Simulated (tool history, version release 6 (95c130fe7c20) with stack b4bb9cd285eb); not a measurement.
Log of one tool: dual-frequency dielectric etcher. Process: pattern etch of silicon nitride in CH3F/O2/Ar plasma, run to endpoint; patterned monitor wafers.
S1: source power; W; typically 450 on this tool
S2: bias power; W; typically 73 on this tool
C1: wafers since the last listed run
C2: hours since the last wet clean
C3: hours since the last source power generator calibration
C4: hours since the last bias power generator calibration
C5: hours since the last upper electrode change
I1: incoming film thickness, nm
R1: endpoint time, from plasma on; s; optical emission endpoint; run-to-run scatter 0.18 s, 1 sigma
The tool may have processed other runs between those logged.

run	day	S1	S2	C1	C2	C3	C4	C5	I1	R1
1	0.000	480	73	0	302.1	3794.8	1451.6	3816.1	45.23	60.0
# day 3.892: wet clean of the chamber
2	3.912	480	73	566	0.5	3888.7	1545.5	3910.0	45.49	58.6
3	4.138	480	73	43	5.9	3894.1	1550.9	3915.4	45.32	58.2
4	5.592	450	60	282	40.8	3929.0	1585.8	3950.3	45.20	63.3
5	7.288	450	66	329	81.5	3969.7	1626.5	3991.0	45.19	61.8
6	8.838	450	66	301	118.7	4006.9	1663.7	4028.2	45.27	62.4
7	10.833	450	66	387	166.6	4054.8	1711.6	4076.1	44.95	61.9
8	11.892	450	73	205	192.0	4080.2	1737.0	4101.5	45.22	60.8
9	19.788	450	73	1534	381.5	4269.7	1926.5	4291.0	45.25	61.1
# day 21.308: wet clean of the chamber
# day 22.167: upper electrode replaced
10	22.188	450	73	105	21.1	4327.3	1984.1	0.5	45.37	59.7
11	23.471	450	73	249	51.9	4358.1	2014.9	31.3	45.35	59.7
12	25.233	450	73	342	94.2	4400.4	2057.2	73.6	45.53	60.3
13	27.083	450	82	359	138.6	4444.8	2101.6	118.0	45.20	57.5
# day 28.038: source power generator calibrated
14	29.579	350	58	452	198.5	37.0	2161.5	177.9	45.21	70.1
15	35.904	480	73	1229	350.3	188.8	2313.3	329.7	45.18	59.5
16	37.175	450	73	247	380.8	219.3	2343.8	360.2	45.02	60.3
17	38.700	380	61	296	417.4	255.9	2380.4	396.8	45.68	69.2
# day 40.354: bias power generator calibrated
# day 41.250: wet clean of the chamber
18	41.271	450	73	293	0.5	317.6	22.0	458.5	45.09	59.3
19	42.258	360	63	191	24.2	341.3	45.7	482.2	45.02	67.1
20	44.033	400	87	345	66.8	383.9	88.3	524.8	44.92	58.5
21	46.658	450	78	510	129.8	446.9	151.3	587.8	45.54	59.3
22	48.612	490	68	379	176.7	493.8	198.2	634.7	45.49	60.0
23	51.267	380	86	515	240.4	557.5	261.9	698.4	45.67	61.8
24	53.529	500	82	439	294.7	611.8	316.2	752.7	45.26	56.6

Per-run results on a tool with no hidden state, each run keeping its own random variation:
Hidden conditions of the tool in this case: etch rate over this chamber's usual, %; source power that arrives over what is set, %; bias power that arrives over what is set, %.
run	R1
1	58.2
2	58.6
3	58.1
4	63.1
5	61.3
6	61.7
7	61.1
8	59.9
9	59.3
10	59.9
11	59.8
12	60.1
13	57.2
14	69.4
15	58.2
16	58.9
17	67.4
18	59.4
19	67.1
20	58.3
21	58.8
22	59.3
23	60.8
24	55.4
